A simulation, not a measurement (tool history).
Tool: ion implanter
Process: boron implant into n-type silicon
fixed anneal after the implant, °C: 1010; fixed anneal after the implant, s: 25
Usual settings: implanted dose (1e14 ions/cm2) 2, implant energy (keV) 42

run,hour,implanted dose (1e14 ions/cm2),implant energy (keV),"read-back reference wafer on the same gauge, sheet resistance",sheet resistance of the implanted and annealed layer (ohm/square)
1,0,2,42,363.13,392.03
2,12.1,2,50,362.58,384.06
# hour 67.7: gauge calibrated
3,74.3,2,50,363.06,380.63
4,104,2,50,362.97,382.34
5,138.3,2,42,362.97,390.37
6,160.9,1.54,42,363.19,472.85
7,189.7,1.54,42,363.05,474.18
8,202.3,1.54,42,363.25,471.9
# hour 215.3: extraction supply calibrated
9,225.4,1.58,46,363.06,457.62
# hour 241.1: Faraday cup replaced and dose calibrated
10,241.6,1.58,46,363.04,469.98
11,254.3,1.58,46,362.72,471.58
12,268.3,1.61,42,362.64,471.25
13,302.7,1.43,53,362.95,493.5
14,324.3,2,50,362.89,390.98
15,345.3,2,52.5,362.91,386.88
16,374.9,2,42,362.91,399.27
17,389,2,42,363.13,398.71
18,405.6,2,55,362.99,384.26
# hour 425.4: gauge calibrated
19,426.9,2.19,56.5,362.84,356.09
20,455.1,1.55,50,362.81,467.47
21,480.1,2,42,362.91,399.28
22,495.7,1.76,37,362.96,448.45

Forecast run 23:
23,510.2,2,46.5,?,?

read-back reference wafer on the same gauge, sheet resistance: 362.84
sheet resistance of the implanted and annealed layer (ohm/square): 392.84
Without the tool's hidden state the same run would have given sheet resistance of the implanted and annealed layer (ohm/square) 396.85.
